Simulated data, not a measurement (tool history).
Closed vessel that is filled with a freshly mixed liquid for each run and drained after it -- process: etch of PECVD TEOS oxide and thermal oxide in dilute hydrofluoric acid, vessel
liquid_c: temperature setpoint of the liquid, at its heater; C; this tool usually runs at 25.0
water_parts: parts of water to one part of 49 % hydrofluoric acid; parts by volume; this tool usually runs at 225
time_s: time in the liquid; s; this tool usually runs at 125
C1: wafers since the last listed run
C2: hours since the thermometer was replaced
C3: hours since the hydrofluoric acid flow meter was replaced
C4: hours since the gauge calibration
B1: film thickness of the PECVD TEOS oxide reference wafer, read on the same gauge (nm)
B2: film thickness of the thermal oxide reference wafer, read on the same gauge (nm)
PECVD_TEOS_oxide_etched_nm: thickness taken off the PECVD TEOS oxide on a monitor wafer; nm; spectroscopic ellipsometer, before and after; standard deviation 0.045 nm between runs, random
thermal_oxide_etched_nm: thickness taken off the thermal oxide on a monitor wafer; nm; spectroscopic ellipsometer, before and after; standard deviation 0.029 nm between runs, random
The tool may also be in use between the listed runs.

{"run": 1, "hour": 0.0, "liquid_c": 25.0, "water_parts": 225, "time_s": 125, "C1": 0, "C2": 2039.2, "C3": 481.1, "C4": 602.9, "B1": 49.99, "B2": 109.994, "PECVD_TEOS_oxide_etched_nm": 5.9, "thermal_oxide_etched_nm": 2.748}
{"run": 2, "hour": 60.1, "liquid_c": 23.0, "water_parts": 225, "time_s": 180, "C1": 6006, "C2": 2099.3, "C3": 541.2, "C4": 663.0, "B1": 50.05, "B2": 109.952, "PECVD_TEOS_oxide_etched_nm": 7.83, "thermal_oxide_etched_nm": 3.622}
{"hour": 81.8, "done": "hydrofluoric acid flow meter replaced"}
{"run": 3, "hour": 86.5, "liquid_c": 23.0, "water_parts": 225, "time_s": 180, "C1": 2538, "C2": 2125.7, "C3": 4.7, "C4": 689.4, "B1": 50.0, "B2": 110.049, "PECVD_TEOS_oxide_etched_nm": 8.2, "thermal_oxide_etched_nm": 3.795}
{"run": 4, "hour": 135.7, "liquid_c": 25.0, "water_parts": 225, "time_s": 125, "C1": 4917, "C2": 2174.9, "C3": 53.9, "C4": 738.6, "B1": 50.03, "B2": 110.028, "PECVD_TEOS_oxide_etched_nm": 6.11, "thermal_oxide_etched_nm": 2.922}
{"run": 5, "hour": 190.2, "liquid_c": 25.0, "water_parts": 225, "time_s": 125, "C1": 5446, "C2": 2229.4, "C3": 108.4, "C4": 793.1, "B1": 49.99, "B2": 110.004, "PECVD_TEOS_oxide_etched_nm": 6.15, "thermal_oxide_etched_nm": 2.872}
{"run": 6, "hour": 253.0, "liquid_c": 28.0, "water_parts": 225, "time_s": 125, "C1": 6276, "C2": 2292.2, "C3": 171.2, "C4": 855.9, "B1": 49.99, "B2": 109.937, "PECVD_TEOS_oxide_etched_nm": 6.88, "thermal_oxide_etched_nm": 3.2}
{"run": 7, "hour": 301.2, "liquid_c": 25.0, "water_parts": 225, "time_s": 145, "C1": 4817, "C2": 2340.4, "C3": 219.4, "C4": 904.1, "B1": 50.04, "B2": 109.953, "PECVD_TEOS_oxide_etched_nm": 7.17, "thermal_oxide_etched_nm": 3.385}
{"hour": 367.4, "done": "hydrofluoric acid flow meter replaced, repeated, since the last time left the tool worse"}
{"run": 8, "hour": 368.9, "liquid_c": 25.0, "water_parts": 225, "time_s": 145, "C1": 6666, "C2": 2408.1, "C3": 1.5, "C4": 971.8, "B1": 50.02, "B2": 109.977, "PECVD_TEOS_oxide_etched_nm": 6.4, "thermal_oxide_etched_nm": 2.942}
{"run": 9, "hour": 431.3, "liquid_c": 25.0, "water_parts": 225, "time_s": 145, "C1": 6236, "C2": 2470.5, "C3": 63.9, "C4": 1034.2, "B1": 49.98, "B2": 110.02, "PECVD_TEOS_oxide_etched_nm": 6.48, "thermal_oxide_etched_nm": 3.036}
{"hour": 618.7, "done": "gauge calibrated"}
{"run": 10, "hour": 621.4, "liquid_c": 25.0, "water_parts": 225, "time_s": 125, "C1": 18998, "C2": 2660.6, "C3": 254.0, "C4": 2.7, "B1": 50.02, "B2": 110.017, "PECVD_TEOS_oxide_etched_nm": 5.69, "thermal_oxide_etched_nm": 2.692}
{"run": 11, "hour": 653.2, "liquid_c": 25.0, "water_parts": 305, "time_s": 90, "C1": 3178, "C2": 2692.4, "C3": 285.8, "C4": 34.5, "B1": 50.04, "B2": 110.056, "PECVD_TEOS_oxide_etched_nm": 2.81, "thermal_oxide_etched_nm": 1.298}
{"hour": 669.1, "done": "thermometer replaced"}
{"run": 12, "hour": 689.3, "liquid_c": 29.0, "water_parts": 280, "time_s": 125, "C1": 3507, "C2": 20.2, "C3": 321.9, "C4": 70.6, "B1": 50.0, "B2": 109.994, "PECVD_TEOS_oxide_etched_nm": 5.0, "thermal_oxide_etched_nm": 2.331}
{"run": 13, "hour": 734.3, "liquid_c": 21.5, "water_parts": 295, "time_s": 60, "C1": 4497, "C2": 65.2, "C3": 366.9, "C4": 115.6, "B1": 50.0, "B2": 109.989, "PECVD_TEOS_oxide_etched_nm": 1.73, "thermal_oxide_etched_nm": 0.819}
{"run": 14, "hour": 783.9, "liquid_c": 29.0, "water_parts": 225, "time_s": 160, "C1": 4957, "C2": 114.8, "C3": 416.5, "C4": 165.2, "B1": 50.03, "B2": 110.025, "PECVD_TEOS_oxide_etched_nm": 8.52, "thermal_oxide_etched_nm": 3.937}
{"run": 15, "hour": 842.8, "liquid_c": 29.5, "water_parts": 260, "time_s": 125, "C1": 5886, "C2": 173.7, "C3": 475.4, "C4": 224.1, "B1": 50.03, "B2": 109.979, "PECVD_TEOS_oxide_etched_nm": 5.67, "thermal_oxide_etched_nm": 2.646}
{"run": 16, "hour": 870.6, "liquid_c": 20.5, "water_parts": 225, "time_s": 50, "C1": 2778, "C2": 201.5, "C3": 503.2, "C4": 251.9, "B1": 49.95, "B2": 109.977, "PECVD_TEOS_oxide_etched_nm": 1.98, "thermal_oxide_etched_nm": 0.933}
{"run": 17, "hour": 912.8, "liquid_c": 25.0, "water_parts": 225, "time_s": 125, "C1": 4217, "C2": 243.7, "C3": 545.4, "C4": 294.1, "B1": 50.04, "B2": 109.97, "PECVD_TEOS_oxide_etched_nm": 5.81, "thermal_oxide_etched_nm": 2.681}
{"hour": 936.9, "done": "hydrofluoric acid flow meter replaced"}
{"run": 18, "hour": 950.7, "liquid_c": 25.0, "water_parts": 295, "time_s": 125, "C1": 3687, "C2": 281.6, "C3": 13.8, "C4": 332.0, "B1": 50.04, "B2": 109.997, "PECVD_TEOS_oxide_etched_nm": 3.96, "thermal_oxide_etched_nm": 1.843}
{"run": 19, "hour": 1019.8, "liquid_c": 25.0, "water_parts": 265, "time_s": 105, "C1": 6905, "C2": 350.7, "C3": 82.9, "C4": 401.1, "B1": 49.98, "B2": 109.983, "PECVD_TEOS_oxide_etched_nm": 3.88, "thermal_oxide_etched_nm": 1.814}
{"run": 20, "hour": 1066.8, "liquid_c": 25.0, "water_parts": 225, "time_s": 125, "C1": 4697, "C2": 397.7, "C3": 129.9, "C4": 448.1, "B1": 50.0, "B2": 109.999, "PECVD_TEOS_oxide_etched_nm": 5.67, "thermal_oxide_etched_nm": 2.646}
{"run": 21, "hour": 1094.4, "liquid_c": 25.0, "water_parts": 330, "time_s": 155, "C1": 2758, "C2": 425.3, "C3": 157.5, "C4": 475.7, "B1": 50.01, "B2": 109.981, "PECVD_TEOS_oxide_etched_nm": 4.33, "thermal_oxide_etched_nm": 1.976}
{"run": 22, "hour": 1134.5, "liquid_c": 25.0, "water_parts": 225, "time_s": 125, "C1": 4007, "C2": 465.4, "C3": 197.6, "C4": 515.8, "B1": 50.01, "B2": 110.031, "PECVD_TEOS_oxide_etched_nm": 5.71, "thermal_oxide_etched_nm": 2.65}
{"run": 23, "hour": 1185.4, "liquid_c": 25.0, "water_parts": 270, "time_s": 125, "C1": 5086, "C2": 516.3, "C3": 248.5, "C4": 566.7, "B1": 49.94, "B2": 109.964, "PECVD_TEOS_oxide_etched_nm": 4.52, "thermal_oxide_etched_nm": 2.123}
{"run": 24, "hour": 1243.7, "liquid_c": 28.0, "water_parts": 315, "time_s": 125, "C1": 5826, "C2": 574.6, "C3": 306.8, "C4": 625.0, "B1": 50.01, "B2": 109.974, "PECVD_TEOS_oxide_etched_nm": 4.15, "thermal_oxide_etched_nm": 1.95}
{"run": 25, "hour": 1291.0, "liquid_c": 25.0, "water_parts": 225, "time_s": 125, "C1": 4727, "C2": 621.9, "C3": 354.1, "C4": 672.3, "B1": 50.03, "B2": 109.969, "PECVD_TEOS_oxide_etched_nm": 5.74, "thermal_oxide_etched_nm": 2.65}
{"run": 26, "hour": 1342.3, "liquid_c": 25.0, "water_parts": 160, "time_s": 155, "C1": 5126, "C2": 673.2, "C3": 405.4, "C4": 723.6, "B1": 50.06, "B2": 110.009, "PECVD_TEOS_oxide_etched_nm": 10.92, "thermal_oxide_etched_nm": 4.995}

What differs in the tool's unlogged condition from the final listed run ahead of each entry between runs to the first listed run following it?
After run 2, before run 3: hydrofluoric acid flow meter replaced (hour 81.8)
  hydrofluoric acid flow above the setpoint (%): 4.72 -> 7.67
  difference, measured minus the result without the unlogged condition, PECVD_TEOS_oxide_etched_nm: +0.43 -> +0.71 nm; thermal_oxide_etched_nm: +0.199 -> +0.328 nm
After run 7, before run 8: hydrofluoric acid flow meter replaced, repeated, since the last time left the tool worse (hour 367.4)
  hydrofluoric acid flow above the setpoint (%): 9.29 -> 0.155
  difference, measured minus the result without the unlogged condition, PECVD_TEOS_oxide_etched_nm: +0.74 -> +0.02 nm; thermal_oxide_etched_nm: +0.351 -> +0.006 nm
After run 9, before run 10: gauge calibrated (hour 618.7)
  hydrofluoric acid flow above the setpoint (%): 0.625 -> 2.06
  difference, measured minus the result without the unlogged condition, PECVD_TEOS_oxide_etched_nm: +0.05 -> +0.14 nm; thermal_oxide_etched_nm: +0.023 -> +0.067 nm
After run 11, before run 12: thermometer replaced (hour 669.1)
  hydrofluoric acid flow above the setpoint (%): 2.3 -> 2.57
  difference, measured minus the result without the unlogged condition, PECVD_TEOS_oxide_etched_nm: +0.08 -> +0.16 nm; thermal_oxide_etched_nm: +0.038 -> +0.076 nm
After run 17, before run 18: hydrofluoric acid flow meter replaced (hour 936.9)
  hydrofluoric acid flow above the setpoint (%): 4.25 -> 0.235
  difference, measured minus the result without the unlogged condition, PECVD_TEOS_oxide_etched_nm: +0.29 -> +0.01 nm; thermal_oxide_etched_nm: +0.135 -> +0.005 nm

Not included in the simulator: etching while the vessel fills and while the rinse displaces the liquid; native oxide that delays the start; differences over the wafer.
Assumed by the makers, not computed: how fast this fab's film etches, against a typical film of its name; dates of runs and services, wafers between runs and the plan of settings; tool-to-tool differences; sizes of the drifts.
